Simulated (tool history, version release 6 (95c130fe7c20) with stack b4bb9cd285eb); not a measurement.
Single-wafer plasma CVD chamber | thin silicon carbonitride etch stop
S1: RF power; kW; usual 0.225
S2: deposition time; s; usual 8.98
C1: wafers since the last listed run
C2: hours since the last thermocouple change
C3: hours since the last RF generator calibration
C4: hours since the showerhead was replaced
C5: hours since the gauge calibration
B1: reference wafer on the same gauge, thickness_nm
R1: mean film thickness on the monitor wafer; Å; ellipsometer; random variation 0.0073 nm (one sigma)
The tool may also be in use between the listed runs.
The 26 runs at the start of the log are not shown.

{"day": 49.921, "done": "gauge calibrated"}
{"run": 27, "day": 50.388, "S1": 0.2, "S2": 7.29, "C1": 1133, "C2": 1131, "C3": 502.7, "C4": 128.9, "C5": 11.2, "B1": 5.6, "R1": 37.64}
{"day": 52.021, "done": "thermocouple changed; heater temperature recalibrated"}
{"run": 28, "day": 52.042, "S1": 0.19, "S2": 7.64, "C1": 680, "C2": 0.5, "C3": 542.4, "C4": 168.6, "C5": 50.9, "B1": 5.6, "R1": 38.66}
{"run": 29, "day": 54.454, "S1": 0.265, "S2": 10.63, "C1": 1243, "C2": 58.4, "C3": 600.3, "C4": 226.5, "C5": 108.8, "B1": 5.602, "R1": 60.42}
{"run": 30, "day": 56.183, "S1": 0.265, "S2": 8.41, "C1": 891, "C2": 99.9, "C3": 641.8, "C4": 268, "C5": 150.3, "B1": 5.601, "R1": 47.76}
{"run": 31, "day": 58.029, "S1": 0.225, "S2": 9.63, "C1": 951, "C2": 144.2, "C3": 686.1, "C4": 312.3, "C5": 194.6, "B1": 5.602, "R1": 51.77}
{"run": 32, "day": 60.138, "S1": 0.195, "S2": 7.28, "C1": 1086, "C2": 194.8, "C3": 736.7, "C4": 362.9, "C5": 245.2, "B1": 5.599, "R1": 37.3}
{"run": 33, "day": 61.929, "S1": 0.225, "S2": 10.39, "C1": 923, "C2": 237.8, "C3": 779.7, "C4": 405.9, "C5": 288.2, "B1": 5.599, "R1": 55.71}
{"run": 34, "day": 63.612, "S1": 0.225, "S2": 8.98, "C1": 867, "C2": 278.2, "C3": 820.1, "C4": 446.3, "C5": 328.6, "B1": 5.598, "R1": 48.23}
{"run": 35, "day": 66.383, "S1": 0.18, "S2": 8.53, "C1": 1427, "C2": 344.7, "C3": 886.6, "C4": 512.8, "C5": 395.1, "B1": 5.6, "R1": 42.29}

Predict each of these 3 candidate next runs independently; none follows another, all start after run 35:
{"run": "A", "day": 66.4, "S1": 0.225, "S2": 8.36, "C1": 8, "C2": 345.1, "C3": 887, "C4": 513.2, "C5": 395.5, "B1": "?", "R1": "?"}
{"run": "B", "day": 66.4, "S1": 0.24, "S2": 7.47, "C1": 8, "C2": 345.1, "C3": 887, "C4": 513.2, "C5": 395.5, "B1": "?", "R1": "?"}
{"run": "C", "day": 66.4, "S1": 0.185, "S2": 8.98, "C1": 8, "C2": 345.1, "C3": 887, "C4": 513.2, "C5": 395.5, "B1": "?", "R1": "?"}

run=A B1=5.599 R1=44.72
run=B B1=5.599 R1=40.85
run=C B1=5.599 R1=44.86
The same runs, with their run-to-run variation unchanged, on a tool lacking any hidden condition would have given:
run=A R1=45.14
run=B R1=41.23
run=C R1=45.28

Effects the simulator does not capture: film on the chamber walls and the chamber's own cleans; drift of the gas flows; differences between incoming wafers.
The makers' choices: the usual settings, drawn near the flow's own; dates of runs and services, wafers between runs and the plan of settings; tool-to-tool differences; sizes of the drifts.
